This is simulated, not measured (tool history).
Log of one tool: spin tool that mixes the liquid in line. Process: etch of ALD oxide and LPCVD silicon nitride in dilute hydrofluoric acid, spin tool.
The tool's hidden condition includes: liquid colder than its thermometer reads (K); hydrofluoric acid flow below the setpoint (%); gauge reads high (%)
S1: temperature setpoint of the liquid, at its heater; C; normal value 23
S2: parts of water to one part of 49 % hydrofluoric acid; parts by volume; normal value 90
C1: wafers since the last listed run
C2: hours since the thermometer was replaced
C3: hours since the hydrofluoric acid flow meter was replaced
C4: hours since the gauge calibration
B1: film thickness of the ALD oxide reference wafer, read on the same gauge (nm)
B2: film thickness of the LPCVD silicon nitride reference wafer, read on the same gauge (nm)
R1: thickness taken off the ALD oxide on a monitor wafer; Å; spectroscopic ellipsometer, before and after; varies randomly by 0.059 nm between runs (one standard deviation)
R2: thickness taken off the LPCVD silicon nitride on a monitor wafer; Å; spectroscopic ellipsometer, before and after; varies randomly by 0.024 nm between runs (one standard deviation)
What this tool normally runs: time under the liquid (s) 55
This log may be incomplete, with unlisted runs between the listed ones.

run 1 hour=0 | S1=23 S2=90 time_under_the_liquid_(s)=30 | C1=0 C2=2342.2 C3=1189.3 C4=507.7 | B1=50 B2=40.006 | R1=80.2 R2=1.43
-- hour=5 gauge calibrated
run 2 hour=16.8 | S1=20.5 S2=90 time_under_the_liquid_(s)=55 | C1=216 C2=2359 C3=1206.1 C4=11.8 | B1=50 B2=39.989 | R1=132.9 R2=2.05
run 3 hour=32.9 | S1=20.5 S2=90 time_under_the_liquid_(s)=55 | C1=207 C2=2375.1 C3=1222.2 C4=27.9 | B1=50.01 B2=40.004 | R1=133.1 R2=1.92
run 4 hour=50.4 | S1=20.5 S2=90 time_under_the_liquid_(s)=55 | C1=225 C2=2392.6 C3=1239.7 C4=45.4 | B1=49.99 B2=40.025 | R1=133 R2=2.04
run 5 hour=57.5 | S1=23 S2=90 time_under_the_liquid_(s)=55 | C1=91 C2=2399.7 C3=1246.8 C4=52.5 | B1=50.01 B2=39.997 | R1=147.6 R2=2.49
run 6 hour=74.3 | S1=25.5 S2=120 time_under_the_liquid_(s)=35 | C1=216 C2=2416.5 C3=1263.6 C4=69.3 | B1=49.97 B2=40.033 | R1=74.7 R2=1.39
-- hour=76.8 hydrofluoric acid flow meter replaced
run 7 hour=90.3 | S1=18 S2=90 time_under_the_liquid_(s)=55 | C1=193 C2=2432.5 C3=13.5 C4=85.3 | B1=49.99 B2=39.995 | R1=119.3 R2=1.91
-- hour=103.9 thermometer replaced
run 8 hour=107.7 | S1=21.5 S2=90 time_under_the_liquid_(s)=40 | C1=211 C2=3.8 C3=30.9 C4=102.7 | B1=49.98 B2=40.006 | R1=100.9 R2=1.79
run 9 hour=120.2 | S1=23 S2=90 time_under_the_liquid_(s)=55 | C1=161 C2=16.3 C3=43.4 C4=115.2 | B1=49.99 B2=39.975 | R1=147.1 R2=2.71
run 10 hour=134.4 | S1=27.5 S2=130 time_under_the_liquid_(s)=70 | C1=183 C2=30.5 C3=57.6 C4=129.4 | B1=49.99 B2=39.995 | R1=145.6 R2=3.58
run 11 hour=147.5 | S1=23 S2=90 time_under_the_liquid_(s)=55 | C1=168 C2=43.6 C3=70.7 C4=142.5 | B1=50.02 B2=40.021 | R1=146.5 R2=2.54
run 12 hour=165.2 | S1=23 S2=90 time_under_the_liquid_(s)=65 | C1=228 C2=61.3 C3=88.4 C4=160.2 | B1=50.02 B2=39.991 | R1=174.1 R2=3.06
run 13 hour=182.2 | S1=20.5 S2=90 time_under_the_liquid_(s)=40 | C1=219 C2=78.3 C3=105.4 C4=177.2 | B1=50.02 B2=39.98 | R1=97.6 R2=1.48
run 14 hour=199.6 | S1=20 S2=90 time_under_the_liquid_(s)=55 | C1=224 C2=95.7 C3=122.8 C4=194.6 | B1=50.01 B2=40.016 | R1=131.1 R2=1.85
run 15 hour=209.3 | S1=27 S2=125 time_under_the_liquid_(s)=75 | C1=125 C2=105.4 C3=132.5 C4=204.3 | B1=49.99 B2=40.004 | R1=160.8 R2=3.34
run 16 hour=218.3 | S1=23 S2=80 time_under_the_liquid_(s)=55 | C1=116 C2=114.4 C3=141.5 C4=213.3 | B1=50 B2=39.989 | R1=167.6 R2=3.07
run 17 hour=235.6 | S1=18 S2=55 time_under_the_liquid_(s)=85 | C1=223 C2=131.7 C3=158.8 C4=230.6 | B1=49.97 B2=40.011 | R1=315.8 R2=4.73
run 18 hour=245.1 | S1=25.5 S2=70 time_under_the_liquid_(s)=20 | C1=122 C2=141.2 C3=168.3 C4=240.1 | B1=50.05 B2=39.985 | R1=78.2 R2=1.29
run 19 hour=254.4 | S1=19 S2=90 time_under_the_liquid_(s)=90 | C1=119 C2=150.5 C3=177.6 C4=249.4 | B1=50.04 B2=40.001 | R1=204.2 R2=3.38
run 20 hour=270.2 | S1=23 S2=50 time_under_the_liquid_(s)=70 | C1=203 C2=166.3 C3=193.4 C4=265.2 | B1=49.97 B2=40.015 | R1=352.8 R2=7.06
run 21 hour=279.4 | S1=23 S2=75 time_under_the_liquid_(s)=80 | C1=118 C2=175.5 C3=202.6 C4=274.4 | B1=50 B2=39.974 | R1=261.9 R2=5.12
run 22 hour=292.4 | S1=23 S2=90 time_under_the_liquid_(s)=30 | C1=167 C2=188.5 C3=215.6 C4=287.4 | B1=50.03 B2=39.995 | R1=80.2 R2=1.28
run 23 hour=299.6 | S1=26.5 S2=65 time_under_the_liquid_(s)=25 | C1=92 C2=195.7 C3=222.8 C4=294.6 | B1=49.98 B2=39.977 | R1=110.5 R2=1.71
run 24 hour=315.5 | S1=21 S2=45 time_under_the_liquid_(s)=55 | C1=205 C2=211.6 C3=238.7 C4=310.5 | B1=50.02 B2=39.992 | R1=288.3 R2=4.35
run 25 hour=322.6 | S1=25.5 S2=70 time_under_the_liquid_(s)=20 | C1=91 C2=218.7 C3=245.8 C4=317.6 | B1=50.02 B2=39.988 | R1=78.2 R2=1.41

Run-by-run hidden state of the tool:
liquid colder than its thermometer reads (K): 0 in every run
hydrofluoric acid flow below the setpoint (%): 0 in every run
gauge reads high (%): 0 in every run
